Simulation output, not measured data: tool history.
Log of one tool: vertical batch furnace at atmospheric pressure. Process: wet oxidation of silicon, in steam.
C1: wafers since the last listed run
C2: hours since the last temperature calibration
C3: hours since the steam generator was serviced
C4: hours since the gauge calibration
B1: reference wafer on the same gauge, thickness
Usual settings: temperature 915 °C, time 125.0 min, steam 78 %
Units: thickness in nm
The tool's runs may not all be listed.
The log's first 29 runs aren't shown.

Run 30, hour 1389.1: usual settings; C1 378; C2 806.9; C3 733.0; C4 569.9; B1 247.02. Result: thickness 281.37 nm.
Run 31, hour 1414.1: usual settings but temperature 932 °C, steam 84 %; C1 302; C2 831.9; C3 758.0; C4 594.9; B1 247.07. Result: thickness 351.49 nm.
Run 32, hour 1466.8: usual settings but steam 88 %; C1 636; C2 884.6; C3 810.7; C4 647.6; B1 247.10. Result: thickness 310.14 nm.
Run 33, hour 1533.8: usual settings but temperature 935 °C, time 179.5 min; C1 809; C2 951.6; C3 877.7; C4 714.6; B1 246.97. Result: thickness 447.98 nm.
Run 34, hour 1604.5: usual settings but time 107.5 min; C1 854; C2 1022.3; C3 948.4; C4 785.3; B1 246.96. Result: thickness 246.20 nm.
Run 35, hour 1643.5: usual settings but temperature 934 °C, steam 86 %; C1 471; C2 1061.3; C3 987.4; C4 824.3; B1 246.90. Result: thickness 361.98 nm.
Run 36, hour 1674.7: usual settings but temperature 925 °C, time 179.0 min; C1 376; C2 1092.5; C3 1018.6; C4 855.5; B1 247.10. Result: thickness 411.09 nm.
Run 37, hour 1811.8: usual settings but temperature 901 °C, time 108.5 min, steam 86 %; C1 1656; C2 1229.6; C3 1155.7; C4 992.6; B1 247.37. Result: thickness 228.78 nm.
Run 38, hour 1841.5: usual settings but time 173.0 min, steam 86 %; C1 358; C2 1259.3; C3 1185.4; C4 1022.3; B1 246.96. Result: thickness 392.22 nm.

Forecast each of these 4 alternatives for the next run:
Run A, hour 1846.8: usual settings but steam 82 %; C1 64; C2 1264.6; C3 1190.7; C4 1027.6; B1 ?. Result: thickness ?.
Run B, hour 1846.8: usual settings but temperature 922 °C, steam 89 %; C1 64; C2 1264.6; C3 1190.7; C4 1027.6; B1 ?. Result: thickness ?.
Run C, hour 1846.8: usual settings but time 63.5 min, steam 69 %; C1 64; C2 1264.6; C3 1190.7; C4 1027.6; B1 ?. Result: thickness ?.
Run D, hour 1846.8: usual settings but temperature 926 °C, time 71.5 min, steam 72 %; C1 64; C2 1264.6; C3 1190.7; C4 1027.6; B1 ?. Result: thickness ?.

run      B1  thickness
  A  247.14     291.56
  B  247.14     334.07
  C  247.14     141.27
  D  247.14     184.58
Without the tool's hidden state the same runs would have given:
run  thickness
  A     298.57
  B     341.87
  C     144.98
  D     189.24
